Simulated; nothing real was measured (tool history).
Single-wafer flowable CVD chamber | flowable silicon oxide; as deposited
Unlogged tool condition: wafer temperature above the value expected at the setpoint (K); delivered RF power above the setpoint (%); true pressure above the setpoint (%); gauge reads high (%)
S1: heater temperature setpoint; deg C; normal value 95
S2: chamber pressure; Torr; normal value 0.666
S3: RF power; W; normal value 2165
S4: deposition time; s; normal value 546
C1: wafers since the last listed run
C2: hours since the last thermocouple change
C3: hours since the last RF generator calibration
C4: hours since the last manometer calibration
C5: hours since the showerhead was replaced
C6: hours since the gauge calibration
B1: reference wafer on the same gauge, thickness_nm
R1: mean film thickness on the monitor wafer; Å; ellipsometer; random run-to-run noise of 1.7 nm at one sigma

run,hour,S1,S2,S3,S4,C1,C2,C3,C4,C5,C6,B1,R1
1,0,95,0.666,2165,546,0,434.9,495.2,826.5,4294.7,903.7,315.986,3215.75
2,51.8,95,0.666,2165,546,169,486.7,547,878.3,4346.5,955.5,315.982,3277.3
3,88.4,95,0.666,2165,546,119,523.3,583.6,914.9,4383.1,992.1,315.767,3261
4,153.7,95,0.666,2165,546,213,588.6,648.9,980.2,4448.4,1057.4,315.423,3207.12
5,197.5,95,0.666,2165,546,142,632.4,692.7,1024,4492.2,1101.2,316.47,3243.47
6,235.6,95,0.666,2165,546,124,670.5,730.8,1062.1,4530.3,1139.3,316.597,3258.92
7,295.6,95,0.666,2165,573,195,730.5,790.8,1122.1,4590.3,1199.3,316.361,3403.5
8,345.5,95,0.666,2165,546,162,780.4,840.7,1172,4640.2,1249.2,316.458,3255.12
9,375.6,95,0.666,2165,546,98,810.5,870.8,1202.1,4670.3,1279.3,316.209,3235.88
10,439.6,95,0.666,2165,546,208,874.5,934.8,1266.1,4734.3,1343.3,315.643,3217.97
11,636.9,95,0.666,2165,546,644,1071.8,1132.1,1463.4,4931.6,1540.6,316.345,3212.75
# hour 746.5: RF generator calibrated
12,829.1,95,0.666,2165,546,601,1264,82.6,1655.6,5123.8,1732.8,315.679,3295.72
13,889.6,107,0.791,2375,519,197,1324.5,143.1,1716.1,5184.3,1793.3,315.591,2413.72
14,938.4,95,0.666,2165,546,159,1373.3,191.9,1764.9,5233.1,1842.1,316.176,3297.71
# hour 949.7: thermocouple changed; heater temperature recalibrated
15,966.2,102,0.522,2165,507,64,16.5,219.7,1792.7,5260.9,1869.9,316.66,1758.2
# hour 1015.4: showerhead replaced
16,1038,95,0.666,2165,546,208,88.3,291.5,1864.5,22.6,1941.7,316.245,3189.24
17,1087.4,95,0.795,2515,482,161,137.7,340.9,1913.9,72,1991.1,315.317,3496.65
18,1112.2,81,0.666,2165,546,80,162.5,365.7,1938.7,96.8,2015.9,315.425,5234.34
19,1167.2,82,0.666,1990,459,179,217.5,420.7,1993.7,151.8,2070.9,316.036,4158.07
# hour 1188.8: capacitance manometer re-zeroed and calibrated
20,1191.9,80,0.666,2330,546,54,242.2,445.4,3.1,176.5,2095.6,316.084,5471.73
# hour 1222.1: gauge calibrated
21,1294,85,0.714,1740,445,333,344.3,547.5,105.2,278.6,71.9,316.468,3723.18
22,1346.6,95,0.666,1780,629,171,396.9,600.1,157.8,331.2,124.5,316.416,3458.85
23,1376.6,95,0.666,2165,546,97,426.9,630.1,187.8,361.2,154.5,316.056,3274.67
24,1432.2,95,0.829,2165,453,181,482.5,685.7,243.4,416.8,210.1,315.8,3325.28
25,1479.9,95,0.666,2165,546,155,530.2,733.4,291.1,464.5,257.8,316.181,3237.63
26,1515.5,109,0.666,2025,463,116,565.8,769,326.7,500.1,293.4,315.705,1581.22
27,1574.4,95,0.666,2165,546,192,624.7,827.9,385.6,559,352.3,316.184,3235.91
28,1622.6,95,0.666,2165,546,157,672.9,876.1,433.8,607.2,400.5,315.867,3250.36
29,1673.6,95,0.666,2560,478,166,723.9,927.1,484.8,658.2,451.5,315.992,2943.12

Results for each run, recomputed without the tool's hidden state and with each run's random variation untouched:
run,R1
1,3149.28
2,3207.4
3,3190.53
4,3137.31
5,3173.29
6,3189.24
7,3332.99
8,3190.41
9,3174
10,3162.44
11,3182.8
12,3168.24
13,2321.41
14,3170.46
15,1757
16,3169.33
17,3459.99
18,5193.96
19,4117.23
20,5410.57
21,3682.81
22,3405.76
23,3213.04
24,3261.21
25,3174.94
26,1556.35
27,3174.92
28,3191.04
29,2873.47

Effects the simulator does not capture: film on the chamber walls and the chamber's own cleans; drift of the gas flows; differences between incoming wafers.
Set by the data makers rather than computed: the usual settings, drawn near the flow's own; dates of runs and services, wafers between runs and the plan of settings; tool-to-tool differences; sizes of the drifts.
